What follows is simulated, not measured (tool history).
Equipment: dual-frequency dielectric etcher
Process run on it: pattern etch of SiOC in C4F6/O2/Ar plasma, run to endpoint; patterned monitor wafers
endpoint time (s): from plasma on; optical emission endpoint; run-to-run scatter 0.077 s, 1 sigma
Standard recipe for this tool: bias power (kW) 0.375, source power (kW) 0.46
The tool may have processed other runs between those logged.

| run | hour | bias power (kW) | source power (kW) | incoming incoming film thickness, nm | endpoint time (s) |
|---|---|---|---|---|---|
| 1 | 0 | 0.444 | 0.52 | 35.4 | 10.8 |
| 2 | 7.5 | 0.444 | 0.52 | 35.64 | 10.9 |
| 3 | 17.8 | 0.375 | 0.43 | 36.01 | 13.3 |
| 4 | 28.1 | 0.375 | 0.43 | 35.67 | 13.2 |
| 5 | 43.6 | 0.375 | 0.43 | 35.7 | 13.2 |
| 6 | 55.4 | 0.375 | 0.46 | 35.42 | 12.7 |
| 7 | 71.1 | 0.375 | 0.46 | 35.67 | 12.9 |
| 8 | 79.4 | 0.375 | 0.46 | 35.74 | 12.9 |
|  | 106.7 | upper electrode replaced |
|  | 122.4 | wet clean of the chamber |
| 9 | 122.9 | 0.375 | 0.46 | 35.67 | 12.3 |
| 10 | 123.2 | 0.375 | 0.38 | 35.38 | 13.4 |
| 11 | 123.5 | 0.375 | 0.46 | 35.38 | 12.4 |
| 12 | 128.7 | 0.453 | 0.54 | 35.43 | 10.3 |
|  | 138 | source power generator calibrated |
| 13 | 143.3 | 0.318 | 0.36 | 35.31 | 15.3 |
| 14 | 158.3 | 0.289 | 0.55 | 35.67 | 13.2 |
| 15 | 173.6 | 0.461 | 0.46 | 35.54 | 11 |
| 16 | 180.8 | 0.375 | 0.46 | 35.32 | 12.2 |
| 17 | 196.6 | 0.375 | 0.35 | 35.56 | 14.2 |
| 18 | 212.8 | 0.375 | 0.34 | 35.57 | 14.4 |
| 19 | 224.5 | 0.403 | 0.42 | 35.87 | 12.8 |
| 20 | 234.1 | 0.303 | 0.5 | 35.92 | 13.7 |
| 21 | 249.6 | 0.458 | 0.46 | 35.81 | 11.2 |
| 22 | 257.8 | 0.444 | 0.39 | 35.8 | 12.4 |
|  | 263.9 | bias power generator calibrated |
| 23 | 267.8 | 0.43 | 0.38 | 35.51 | 12.8 |
| 24 | 276 | 0.375 | 0.46 | 35.43 | 12.5 |
| 25 | 289.5 | 0.375 | 0.46 | 35.72 | 12.6 |
| 26 | 341.3 | 0.434 | 0.38 | 35.32 | 12.6 |
| 27 | 352.7 | 0.375 | 0.51 | 35.54 | 12.1 |
| 28 | 369 | 0.375 | 0.46 | 35.91 | 12.8 |
| 29 | 386.7 | 0.308 | 0.46 | 35.86 | 14.4 |
| 30 | 398.8 | 0.409 | 0.46 | 35.82 | 12.1 |
| 31 | 406.9 | 0.437 | 0.51 | 35.59 | 11.1 |
| 32 | 422.5 | 0.435 | 0.46 | 35.55 | 11.6 |
| 33 | 435.6 | 0.339 | 0.51 | 35.64 | 12.9 |
| 34 | 443 | 0.375 | 0.46 | 35.8 | 12.7 |
| 35 | 451.3 | 0.375 | 0.46 | 35.28 | 12.7 |

Selected run-to-run steps in endpoint time (s), each split into two signed amounts: the part the tool would show with no hidden state at all (from settings, incoming material and random variation), and the remainder, which goes to the hidden state together with any gauge scatter not common to the measured and the hidden-state-free results:
The hidden state here: etch rate over this chamber's usual, %; bias power that arrives over what is set, %; source power that arrives over what is set, %.
Run 2 -> 3: bias power (kW) 0.444 -> 0.375, source power (kW) 0.52 -> 0.43. endpoint time (s) +2.4: hidden state +0, all else +2.4.
Run 3 -> 4: nothing adjusted, nothing logged. endpoint time (s) -0.1: hidden state +0.1, all else -0.2.
Run 4 -> 5: nothing adjusted, nothing logged. endpoint time (s) +0: hidden state -0.1, all else +0.1.
Run 8 -> 9: upper electrode replaced, wet clean of the chamber. endpoint time (s) -0.6: hidden state -0.4, all else -0.2.
Run 12 -> 13: bias power (kW) 0.453 -> 0.318, source power (kW) 0.54 -> 0.36, source power generator calibrated. endpoint time (s) +5: hidden state +0, all else +5.
Run 20 -> 21: bias power (kW) 0.303 -> 0.458, source power (kW) 0.5 -> 0.46. endpoint time (s) -2.5: hidden state -0.1, all else -2.4.
